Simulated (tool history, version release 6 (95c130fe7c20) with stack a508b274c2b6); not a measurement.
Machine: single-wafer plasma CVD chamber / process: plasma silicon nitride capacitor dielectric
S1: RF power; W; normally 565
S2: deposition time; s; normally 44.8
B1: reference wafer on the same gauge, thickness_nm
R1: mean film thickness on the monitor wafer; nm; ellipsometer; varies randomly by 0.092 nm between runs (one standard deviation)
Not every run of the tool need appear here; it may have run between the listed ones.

{"run": 1, "hour": 0.0, "S1": 565, "S2": 44.8, "B1": 68.777, "R1": 59.478}
{"run": 2, "hour": 12.1, "S1": 565, "S2": 44.8, "B1": 68.8, "R1": 59.458}
{"run": 3, "hour": 50.4, "S1": 565, "S2": 46.6, "B1": 68.806, "R1": 62.02}
{"run": 4, "hour": 57.9, "S1": 540, "S2": 44.8, "B1": 68.832, "R1": 58.523}
{"run": 5, "hour": 65.4, "S1": 565, "S2": 49.5, "B1": 68.794, "R1": 65.725}
{"run": 6, "hour": 83.2, "S1": 565, "S2": 49.5, "B1": 68.795, "R1": 65.691}
{"run": 7, "hour": 93.2, "S1": 565, "S2": 49.5, "B1": 68.783, "R1": 65.635}
{"run": 8, "hour": 107.9, "S1": 565, "S2": 44.8, "B1": 68.819, "R1": 59.553}
{"run": 9, "hour": 121.5, "S1": 565, "S2": 44.8, "B1": 68.801, "R1": 59.453}
{"run": 10, "hour": 129.1, "S1": 515, "S2": 44.8, "B1": 68.816, "R1": 57.47}
{"hour": 139.8, "done": "showerhead replaced"}
{"run": 11, "hour": 142.3, "S1": 565, "S2": 44.8, "B1": 68.808, "R1": 59.263}
{"hour": 148.0, "done": "gauge calibrated"}
{"run": 12, "hour": 155.6, "S1": 465, "S2": 40.5, "B1": 68.797, "R1": 50.013}
{"run": 13, "hour": 163.4, "S1": 475, "S2": 36.4, "B1": 68.773, "R1": 45.325}
{"run": 14, "hour": 173.1, "S1": 565, "S2": 41.3, "B1": 68.787, "R1": 54.76}
{"hour": 186.8, "done": "RF generator calibrated"}
{"run": 15, "hour": 187.3, "S1": 565, "S2": 49.5, "B1": 68.819, "R1": 67.437}
{"run": 16, "hour": 194.4, "S1": 595, "S2": 40.1, "B1": 68.762, "R1": 55.606}
{"run": 17, "hour": 201.6, "S1": 625, "S2": 44.8, "B1": 68.814, "R1": 63.3}

What will run 18 give?
{"run": 18, "hour": 214.9, "S1": 565, "S2": 44.8, "B1": "?", "R1": "?"}

B1: 68.77
R1: 61.046 nm
Take away the tool's hidden state, keep the run-to-run variation as it was, and the same run would have given R1 61.275 nm.
